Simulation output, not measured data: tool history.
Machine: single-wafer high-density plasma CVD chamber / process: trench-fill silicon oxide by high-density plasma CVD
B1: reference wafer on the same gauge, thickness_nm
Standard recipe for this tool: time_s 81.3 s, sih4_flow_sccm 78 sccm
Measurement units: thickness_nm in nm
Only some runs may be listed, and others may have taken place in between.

run 1 hour=0 | time_s=81.3 sih4_flow_sccm=85 | B1=607.381 | thickness_nm=703.645
run 2 hour=56.1 | time_s=81.3 sih4_flow_sccm=85 | B1=608.573 | thickness_nm=703.352
run 3 hour=122.5 | time_s=81.3 sih4_flow_sccm=85 | B1=608.074 | thickness_nm=703.442
run 4 hour=201.1 | time_s=86 sih4_flow_sccm=82 | B1=608.416 | thickness_nm=712.475
run 5 hour=258.9 | time_s=86 sih4_flow_sccm=82 | B1=608.237 | thickness_nm=714.776
run 6 hour=351.1 | time_s=86 sih4_flow_sccm=82 | B1=608.909 | thickness_nm=713.819
run 7 hour=438.8 | time_s=91.1 sih4_flow_sccm=78 | B1=607.961 | thickness_nm=721.621
run 8 hour=517.9 | time_s=91.1 sih4_flow_sccm=78 | B1=608.305 | thickness_nm=717.677
run 9 hour=580.1 | time_s=91.1 sih4_flow_sccm=78 | B1=609.139 | thickness_nm=713.492
run 10 hour=688 | time_s=81.3 sih4_flow_sccm=90 | B1=608.118 | thickness_nm=734.036
-- hour=702.5 gauge calibrated
run 11 hour=759.4 | time_s=81.3 sih4_flow_sccm=90 | B1=607.554 | thickness_nm=732.704
run 12 hour=816.3 | time_s=81.3 sih4_flow_sccm=90 | B1=608.041 | thickness_nm=736.843
run 13 hour=907.8 | time_s=81.3 sih4_flow_sccm=78 | B1=607.869 | thickness_nm=634.384
run 14 hour=1012.7 | time_s=81.3 sih4_flow_sccm=78 | B1=607.688 | thickness_nm=632.618
run 15 hour=1086.4 | time_s=70.4 sih4_flow_sccm=90 | B1=608.105 | thickness_nm=627.747
run 16 hour=1133.2 | time_s=76.4 sih4_flow_sccm=66 | B1=607.995 | thickness_nm=503.184
-- hour=1165.6 silane flow controller replaced
run 17 hour=1231.9 | time_s=92.3 sih4_flow_sccm=86 | B1=609.015 | thickness_nm=879.872
run 18 hour=1309.1 | time_s=89 sih4_flow_sccm=84 | B1=608.275 | thickness_nm=828.871
run 19 hour=1366.5 | time_s=94.1 sih4_flow_sccm=78 | B1=607.977 | thickness_nm=810.776
-- hour=1453.2 silane flow controller replaced, repeated, since the last time left the tool worse
run 20 hour=1454.9 | time_s=81.3 sih4_flow_sccm=78 | B1=607.606 | thickness_nm=652.048
run 21 hour=1523.3 | time_s=81.3 sih4_flow_sccm=78 | B1=608.409 | thickness_nm=653.623
run 22 hour=1591.4 | time_s=97.1 sih4_flow_sccm=78 | B1=607.874 | thickness_nm=773.349
run 23 hour=1697.7 | time_s=92.3 sih4_flow_sccm=86 | B1=607.387 | thickness_nm=812.147
run 24 hour=1754.3 | time_s=69.4 sih4_flow_sccm=71 | B1=608.252 | thickness_nm=503.786
run 25 hour=1823.5 | time_s=81.3 sih4_flow_sccm=87 | B1=608.426 | thickness_nm=723.967
run 26 hour=1868.8 | time_s=94.3 sih4_flow_sccm=67 | B1=608.3 | thickness_nm=648.654
run 27 hour=1961.5 | time_s=94.4 sih4_flow_sccm=83 | B1=607.872 | thickness_nm=800.364
run 28 hour=2047.9 | time_s=69.5 sih4_flow_sccm=85 | B1=607.13 | thickness_nm=603.225
run 29 hour=2130.5 | time_s=67.2 sih4_flow_sccm=78 | B1=607.617 | thickness_nm=532.702

Branching from run 29: 4 alternative next runs. What would each branch give?
run A hour=2130.9 | time_s=90.7 sih4_flow_sccm=78 | B1=? | thickness_nm=?
run B hour=2130.9 | time_s=72.7 sih4_flow_sccm=78 | B1=? | thickness_nm=?
run C hour=2130.9 | time_s=91.2 sih4_flow_sccm=85 | B1=? | thickness_nm=?
run D hour=2130.9 | time_s=91.8 sih4_flow_sccm=83 | B1=? | thickness_nm=?

run=A B1=608.589 thickness_nm=723.465
run=B B1=608.589 thickness_nm=579.889
run=C B1=608.589 thickness_nm=792.738
run=D B1=608.589 thickness_nm=779.178
With no hidden state in the tool, these same runs would have given:
run=A thickness_nm=733.281
run=B thickness_nm=587.756
run=C thickness_nm=803.493
run=D thickness_nm=789.749
